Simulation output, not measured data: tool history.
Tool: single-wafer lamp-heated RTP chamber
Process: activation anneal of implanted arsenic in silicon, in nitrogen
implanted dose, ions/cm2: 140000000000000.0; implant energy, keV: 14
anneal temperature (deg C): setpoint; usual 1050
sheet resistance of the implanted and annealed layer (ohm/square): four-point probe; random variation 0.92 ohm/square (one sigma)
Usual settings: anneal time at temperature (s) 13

run   hour  anneal temperature (deg C)  anneal time at temperature (s)  wafers since the last listed run  wafers since the last pyrometer calibration  wafers since the reflector plate was cleaned  hours since the gauge calibration  read-back reference wafer on the same gauge, sheet resistance  sheet resistance of the implanted and annealed layer (ohm/square)
  1      0                        1050                              13                                 0                                         7665                                          6120                                467                                                         733.97                                                             607.96
      26.8  -- pyrometer window cleaned and pyrometer calibrated
  2   27.3                        1050                              13                               274                                            6                                          6395                              494.3                                                         733.68                                                             612.35
      52.9  -- gauge calibrated
  3   57.2                        1050                              13                               424                                          431                                          6819                                4.3                                                         734.18                                                             612.89
  4   75.1                        1050                              13                               254                                          685                                          7074                               22.2                                                          734.3                                                             612.65
  5   93.2                        1050                              13                               257                                          943                                          7331                               40.3                                                         734.09                                                             611.55
  6  127.6                        1050                              13                               488                                         1431                                          7819                               74.7                                                         734.18                                                             610.87
  7  155.3                        1050                              13                               393                                         1825                                          8213                              102.4                                                         734.03                                                             611.61
  8  178.4                        1050                              19                               328                                         2153                                          8541                              125.5                                                          734.1                                                             608.31
  9  206.9                        1064                              16                               404                                         2558                                          8946                                154                                                         734.18                                                             605.73
 10  223.7                        1064                              16                               238                                         2796                                          9185                              170.8                                                         733.77                                                             603.96
 11  252.3                        1064                              16                               406                                         3203                                          9591                              199.4                                                         734.27                                                             604.06
 12  275.9                        1050                              13                               335                                         3538                                          9926                                223                                                         734.11                                                             611.96
 13  305.4                        1050                              13                               419                                         3957                                         10345                              252.5                                                         733.91                                                             612.76
 14  323.2                        1050                              13                               252                                         4210                                         10598                              270.3                                                         734.32                                                             610.95
 15    356                        1050                              13                               465                                         4676                                         11064                              303.1                                                         734.18                                                             611.69
 16  373.9                        1040                              17                               254                                         4930                                         11318                                321                                                          734.3                                                              609.7
     401.4  -- reflector plate cleaned
 17  429.5                        1037                              11                               676                                         5606                                           399                              376.6                                                         733.92                                                             615.46
 18  462.4                        1050                              13                               467                                         6073                                           866                              409.5                                                         733.62                                                              612.4
 19  474.7                        1050                              20                               174                                         6248                                          1041                              421.8                                                         733.92                                                             605.55
 20  506.6                        1050                              13                               453                                         6701                                          1494                              453.7                                                         733.88                                                             608.69
     511.8  -- gauge calibrated
     516.7  -- pyrometer window cleaned and pyrometer calibrated
 21  534.1                        1050                              13                               277                                          247                                          1771                               22.3                                                         733.86                                                              612.3
 22  596.8                        1070                              13                               890                                         1137                                          2662                                 85                                                         733.85                                                             605.88
 23  618.5                        1039                              13                               308                                         1446                                          2970                              106.7                                                         734.33                                                              614.1
 24  705.8                        1077                              15                              1240                                         2686                                          4210                                194                                                         733.65                                                             598.98
 25  740.6                        1022                              16                               494                                         3180                                          4704                              228.8                                                          734.2                                                             615.11
 26  775.5                        1030                              11                               495                                         3676                                          5200                              263.7                                                         734.01                                                             614.93
 27  800.2                        1037                              18                               350                                         4027                                          5551                              288.4                                                         733.73                                                             609.33
 28  835.5                        1071                              13                               501                                         4528                                          6053                              323.7                                                         733.82                                                             604.27
 29  848.2                        1074                              19                               180                                         4708                                          6233                              336.4                                                         734.11                                                              596.4
 30  864.5                        1037                              18                               231                                         4940                                          6464                              352.7                                                         734.25                                                             610.02
 31  898.3                        1050                               8                               480                                         5420                                          6945                              386.5                                                         734.22                                                             614.67

The same runs without the tool's hidden state, with the same run-to-run variation:
The hidden state here: true wafer temperature minus pyrometer reading, K; wafer temperature error from the tarnished reflector plate, K; gauge reads high (%).
run  sheet resistance of the implanted and annealed layer (ohm/square)
  1                                                              611.6
  2                                                             612.65
  3                                                             613.35
  4                                                             613.21
  5                                                             612.21
  6                                                             611.71
  7                                                             612.62
  8                                                              609.8
  9                                                             607.59
 10                                                             605.96
 11                                                             606.29
 12                                                             613.67
 13                                                             614.64
 14                                                             612.94
 15                                                             613.88
 16                                                             612.06
 17                                                             617.35
 18                                                             615.26
 19                                                              609.5
 20                                                             611.82
 21                                                             613.11
 22                                                             607.46
 23                                                             615.17
 24                                                             601.91
 25                                                             616.55
 26                                                             616.32
 27                                                             611.74
 28                                                             607.82
 29                                                             601.21
 30                                                             612.84
 31                                                              616.8

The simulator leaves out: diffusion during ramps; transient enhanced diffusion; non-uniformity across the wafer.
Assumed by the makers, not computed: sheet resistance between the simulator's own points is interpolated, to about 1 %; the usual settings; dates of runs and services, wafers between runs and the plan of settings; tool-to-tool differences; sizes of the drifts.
